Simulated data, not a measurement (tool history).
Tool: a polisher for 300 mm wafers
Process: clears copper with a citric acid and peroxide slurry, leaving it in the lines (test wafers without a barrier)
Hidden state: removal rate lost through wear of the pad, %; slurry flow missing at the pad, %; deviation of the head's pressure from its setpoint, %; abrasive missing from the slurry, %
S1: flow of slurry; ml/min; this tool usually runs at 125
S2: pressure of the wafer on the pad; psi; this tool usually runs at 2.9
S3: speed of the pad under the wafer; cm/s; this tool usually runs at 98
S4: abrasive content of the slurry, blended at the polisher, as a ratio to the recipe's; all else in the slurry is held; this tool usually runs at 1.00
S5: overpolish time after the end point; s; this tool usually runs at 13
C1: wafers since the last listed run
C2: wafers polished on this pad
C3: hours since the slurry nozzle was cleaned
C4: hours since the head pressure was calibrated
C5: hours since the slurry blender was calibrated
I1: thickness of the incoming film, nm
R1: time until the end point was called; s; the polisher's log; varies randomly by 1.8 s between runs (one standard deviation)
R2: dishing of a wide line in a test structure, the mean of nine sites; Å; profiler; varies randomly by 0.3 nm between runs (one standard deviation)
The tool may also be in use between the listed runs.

run	day	S1	S2	S3	S4	S5	C1	C2	C3	C4	C5	I1	R1	R2
1	0.000	125	2.9	98	1.00	13	0	493	162.5	892.4	139.7	296.4	140.1	142
2	0.554	125	2.9	98	1.00	13	103	596	175.8	905.7	153.0	288.0	135.2	149
# day 1.154: worn pad replaced by a new one
3	1.175	125	2.9	98	1.00	13	84	3	190.7	920.6	167.9	290.4	131.7	148
4	1.625	125	2.9	112	1.00	13	84	87	201.5	931.4	178.7	284.8	116.4	161
5	2.358	125	2.9	112	1.00	13	137	225	219.1	949.0	196.3	290.9	118.3	162
6	2.921	150	2.9	98	1.00	15	105	330	232.6	962.5	209.8	287.3	130.5	161
7	3.479	125	2.9	98	1.00	9	104	434	246.0	975.9	223.2	287.6	133.4	111
8	3.804	125	2.9	98	1.00	9	60	495	253.8	983.7	231.0	285.9	133.1	113
# day 4.238: slurry nozzle cleaned
# day 4.442: worn pad replaced by a new one
9	4.467	125	2.9	98	1.00	13	84	4	5.5	999.6	246.9	295.7	142.6	152
# day 4.992: head pressure recalibrated
10	5.154	125	2.2	112	1.25	19	112	117	22.0	3.9	263.4	292.8	147.0	178
11	5.592	125	3.4	98	1.00	13	81	199	32.5	14.4	273.9	288.6	116.7	171
# day 6.812: slurry blender recalibrated
12	6.854	125	2.0	98	1.20	8	220	419	62.8	44.7	1.0	290.4	185.6	75
13	7.146	125	3.4	98	1.00	17	54	473	69.8	51.7	8.0	292.7	115.8	194
# day 7.392: worn pad replaced by a new one
14	7.588	160	2.9	98	1.00	21	51	36	80.4	62.3	18.6	284.2	125.3	207
15	7.921	125	2.9	124	1.00	6	62	99	88.4	70.3	26.6	289.2	107.1	98
16	8.671	125	2.9	98	1.10	13	140	239	106.4	88.3	44.6	293.5	136.1	150
17	9.396	125	3.7	98	1.00	13	135	374	123.8	105.7	62.0	283.5	101.6	179

Hidden condition of the tool, last listed run before each entry between runs versus first listed run after:
Runs 2 to 3: worn pad replaced by a new one (day 1.154)
  no difference in the tool's unlogged condition between these two runs
Runs 8 to 9: slurry nozzle cleaned (day 4.238); worn pad replaced by a new one (day 4.442)
  no difference in the tool's unlogged condition between these two runs
Runs 9 to 10: head pressure recalibrated (day 4.992)
  no difference in the tool's unlogged condition between these two runs
Runs 11 to 12: slurry blender recalibrated (day 6.812)
  no difference in the tool's unlogged condition between these two runs
Runs 13 to 14: worn pad replaced by a new one (day 7.392)
  no difference in the tool's unlogged condition between these two runs

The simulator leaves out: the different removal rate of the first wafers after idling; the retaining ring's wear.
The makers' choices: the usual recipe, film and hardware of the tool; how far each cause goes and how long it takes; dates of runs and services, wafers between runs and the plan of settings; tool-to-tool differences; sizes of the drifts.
